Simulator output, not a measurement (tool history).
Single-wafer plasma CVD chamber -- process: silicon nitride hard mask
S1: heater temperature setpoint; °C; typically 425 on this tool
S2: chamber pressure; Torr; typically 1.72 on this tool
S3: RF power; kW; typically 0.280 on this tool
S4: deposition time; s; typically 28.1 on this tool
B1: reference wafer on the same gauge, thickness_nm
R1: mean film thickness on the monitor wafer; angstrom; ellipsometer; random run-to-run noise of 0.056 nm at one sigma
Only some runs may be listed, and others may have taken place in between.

run,hour,S1,S2,S3,S4,B1,R1
1,0.0,425,1.72,0.280,24.9,29.213,261.04
2,13.5,425,1.72,0.235,28.1,29.199,271.84
3,31.2,425,1.72,0.235,28.1,29.191,271.17
4,43.7,425,1.72,0.235,28.1,29.195,271.40
5,88.5,436,1.72,0.280,28.1,29.197,291.85
6,105.9,436,1.72,0.280,28.1,29.216,291.89
7,120.5,436,1.72,0.280,28.1,29.190,292.05
8,130.7,425,1.72,0.280,28.1,29.190,293.18
# hour 143.8: capacitance manometer re-zeroed and calibrated
9,148.1,425,1.72,0.280,28.1,29.193,304.88
# hour 163.4: thermocouple changed; heater temperature recalibrated
10,173.9,425,1.72,0.280,28.1,29.208,305.09
11,191.5,425,1.72,0.280,28.1,29.175,304.71
12,205.1,425,1.72,0.280,28.1,29.203,304.01
# hour 219.1: showerhead replaced, of another model than before
13,219.6,425,1.72,0.255,28.1,29.216,284.19
14,232.8,430,1.72,0.280,28.1,29.173,305.07
15,241.0,415,1.59,0.280,23.3,29.207,249.17
16,257.6,425,1.31,0.260,28.1,29.202,274.08
17,273.3,436,1.72,0.280,28.1,29.192,303.41
18,285.2,420,1.87,0.235,25.9,29.206,251.99
19,302.5,425,1.72,0.280,29.9,29.202,323.57
# hour 315.0: gauge calibrated
# hour 325.1: RF generator calibrated
20,325.6,425,1.72,0.280,28.1,29.210,304.46
21,325.9,425,1.72,0.310,29.9,29.215,347.76
22,335.9,431,2.06,0.280,24.2,29.204,271.17
23,362.1,425,1.72,0.280,28.1,29.194,304.80
24,372.1,425,1.72,0.280,28.1,29.199,304.44
25,383.0,425,1.92,0.260,31.8,29.210,334.26
26,393.8,425,1.72,0.315,31.2,29.199,367.93
27,405.2,425,1.89,0.225,28.1,29.197,263.99
28,414.2,415,1.58,0.315,32.9,29.212,381.15
29,428.5,425,1.72,0.280,28.1,29.209,304.93

Below are 4 alternative next runs, each starting from the tool's condition after run 29. Predict each:
A,428.9,425,1.72,0.280,28.1,?,?
B,428.9,414,1.88,0.320,25.1,?,?
C,428.9,439,1.72,0.280,28.1,?,?
D,428.9,425,1.72,0.280,32.5,?,?

run,B1,R1
A,29.200,304.08
B,29.200,304.36
C,29.200,302.36
D,29.200,351.57
With the hidden condition removed and each run's random variation left untouched, the same runs would have given:
run,R1
A,304.33
B,304.61
C,302.61
D,351.86
